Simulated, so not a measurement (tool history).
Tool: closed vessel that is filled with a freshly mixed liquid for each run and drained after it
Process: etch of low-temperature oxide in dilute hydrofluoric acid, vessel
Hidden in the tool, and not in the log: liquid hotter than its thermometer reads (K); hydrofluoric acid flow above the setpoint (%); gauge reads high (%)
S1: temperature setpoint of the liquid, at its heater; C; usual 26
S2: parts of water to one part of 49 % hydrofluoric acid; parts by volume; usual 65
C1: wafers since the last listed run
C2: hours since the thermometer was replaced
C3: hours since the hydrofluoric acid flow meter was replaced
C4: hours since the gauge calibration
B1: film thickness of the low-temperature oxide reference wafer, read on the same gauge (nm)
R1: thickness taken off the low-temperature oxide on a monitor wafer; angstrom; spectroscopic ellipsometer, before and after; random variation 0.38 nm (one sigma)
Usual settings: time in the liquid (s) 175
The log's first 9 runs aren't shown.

Run 10, hour 803.3: usual settings but time in the liquid (s) 250; C1 10048; C2 1682.2; C3 1407; C4 2582.3; B1 87.68. Result: R1 678.6 angstrom.
Run 11, hour 892.1: usual settings but time in the liquid (s) 250; C1 10868; C2 1771; C3 1495.8; C4 2671.1; B1 87.7. Result: R1 657.7 angstrom.
Run 12, hour 996.6: usual settings; C1 12789; C2 1875.5; C3 1600.3; C4 2775.6; B1 87.78. Result: R1 465.1 angstrom.
Run 13, hour 1061.4: usual settings; C1 7930; C2 1940.3; C3 1665.1; C4 2840.4; B1 87.82. Result: R1 469.1 angstrom.
At hour 1134.3: thermometer replaced.
Run 14, hour 1157: usual settings; C1 11578; C2 22.7; C3 1760.7; C4 2936; B1 87.86. Result: R1 469.9 angstrom.
At hour 1215.5: hydrofluoric acid flow meter replaced.
Run 15, hour 1228.8: usual settings but time in the liquid (s) 205; C1 8665; C2 94.5; C3 13.3; C4 3007.8; B1 87.9. Result: R1 551.9 angstrom.
At hour 1241.6: gauge calibrated.
Run 16, hour 1336.7: usual settings but S1 28 C, S2 80 parts by volume, time in the liquid (s) 90; C1 13206; C2 202.4; C3 121.2; C4 95.1; B1 80.74. Result: R1 187.8 angstrom.
Run 17, hour 1419.3: usual settings but time in the liquid (s) 275; C1 10109; C2 285; C3 203.8; C4 177.7; B1 81.34. Result: R1 689.1 angstrom.
Run 18, hour 1483: usual settings but S1 29 C, time in the liquid (s) 130; C1 7796; C2 348.7; C3 267.5; C4 241.4; B1 81.8. Result: R1 363.2 angstrom.
Run 19, hour 1579.2: usual settings but S1 22 C, S2 45 parts by volume; C1 11774; C2 444.9; C3 363.7; C4 337.6; B1 82.32. Result: R1 554.3 angstrom.
Run 20, hour 1678.6: usual settings; C1 12165; C2 544.3; C3 463.1; C4 437; B1 82.84. Result: R1 443.6 angstrom.
Run 21, hour 1770.8: usual settings but S1 22 C, S2 55 parts by volume, time in the liquid (s) 105; C1 11284; C2 636.5; C3 555.3; C4 529.2; B1 83.32. Result: R1 270.4 angstrom.
Run 22, hour 2011.4: usual settings but S1 28 C; C1 29447; C2 877.1; C3 795.9; C4 769.8; B1 84.27. Result: R1 488.4 angstrom.
Run 23, hour 2073.1: usual settings but S1 21.5 C, S2 45 parts by volume, time in the liquid (s) 135; C1 7551; C2 938.8; C3 857.6; C4 831.5; B1 84.51. Result: R1 425.1 angstrom.
Run 24, hour 2155.2: usual settings but S1 22 C, time in the liquid (s) 85; C1 10048; C2 1020.9; C3 939.7; C4 913.6; B1 84.76. Result: R1 185.3 angstrom.
Run 25, hour 2244.8: usual settings but S1 31 C, S2 45 parts by volume, time in the liquid (s) 275; C1 10966; C2 1110.5; C3 1029.3; C4 1003.2; B1 85.05. Result: R1 1286.9 angstrom.
Run 26, hour 2296.4: usual settings but S1 28 C; C1 6315; C2 1162.1; C3 1080.9; C4 1054.8; B1 85.23. Result: R1 489.1 angstrom.
Run 27, hour 2400.2: usual settings but S1 29 C, S2 75 parts by volume, time in the liquid (s) 105; C1 12704; C2 1265.9; C3 1184.7; C4 1158.6; B1 85.49. Result: R1 262.7 angstrom.
Run 28, hour 2495: usual settings but S2 75 parts by volume; C1 11602; C2 1360.7; C3 1279.5; C4 1253.4; B1 85.73. Result: R1 391.5 angstrom.
Run 29, hour 2588.5: usual settings but S2 55 parts by volume, time in the liquid (s) 95; C1 11443; C2 1454.2; C3 1373; C4 1346.9; B1 85.89. Result: R1 297.3 angstrom.
Run 30, hour 2629.7: usual settings but S2 90 parts by volume, time in the liquid (s) 275; C1 5042; C2 1495.4; C3 1414.2; C4 1388.1; B1 86.02. Result: R1 499.2 angstrom.
Run 31, hour 2678.8: usual settings but time in the liquid (s) 205; C1 6009; C2 1544.5; C3 1463.3; C4 1437.2; B1 86.06. Result: R1 536.6 angstrom.

5 ways to go on from here, each from the tool as it stands after run 31. What would each give?
Run A, hour 2679.5: usual settings; C1 85; C2 1545.2; C3 1464; C4 1437.9; B1 ?. Result: R1 ?.
Run B, hour 2679.5: usual settings but S1 27.5 C, time in the liquid (s) 125; C1 85; C2 1545.2; C3 1464; C4 1437.9; B1 ?. Result: R1 ?.
Run C, hour 2679.5: usual settings but S1 30 C; C1 85; C2 1545.2; C3 1464; C4 1437.9; B1 ?. Result: R1 ?.
Run D, hour 2679.5: usual settings but S2 45 parts by volume, time in the liquid (s) 110; C1 85; C2 1545.2; C3 1464; C4 1437.9; B1 ?. Result: R1 ?.
Run E, hour 2679.5: usual settings but S2 40 parts by volume, time in the liquid (s) 95; C1 85; C2 1545.2; C3 1464; C4 1437.9; B1 ?. Result: R1 ?.

run    B1     R1
  A  86.1  447.3
  B  86.1  339.2
  C  86.1  523.6
  D  86.1  417.6
  E  86.1  408.6
Without the tool's hidden state the same runs would have given:
run     R1
  A  415.7
  B  315.2
  C  486.5
  D    388
  E  379.6

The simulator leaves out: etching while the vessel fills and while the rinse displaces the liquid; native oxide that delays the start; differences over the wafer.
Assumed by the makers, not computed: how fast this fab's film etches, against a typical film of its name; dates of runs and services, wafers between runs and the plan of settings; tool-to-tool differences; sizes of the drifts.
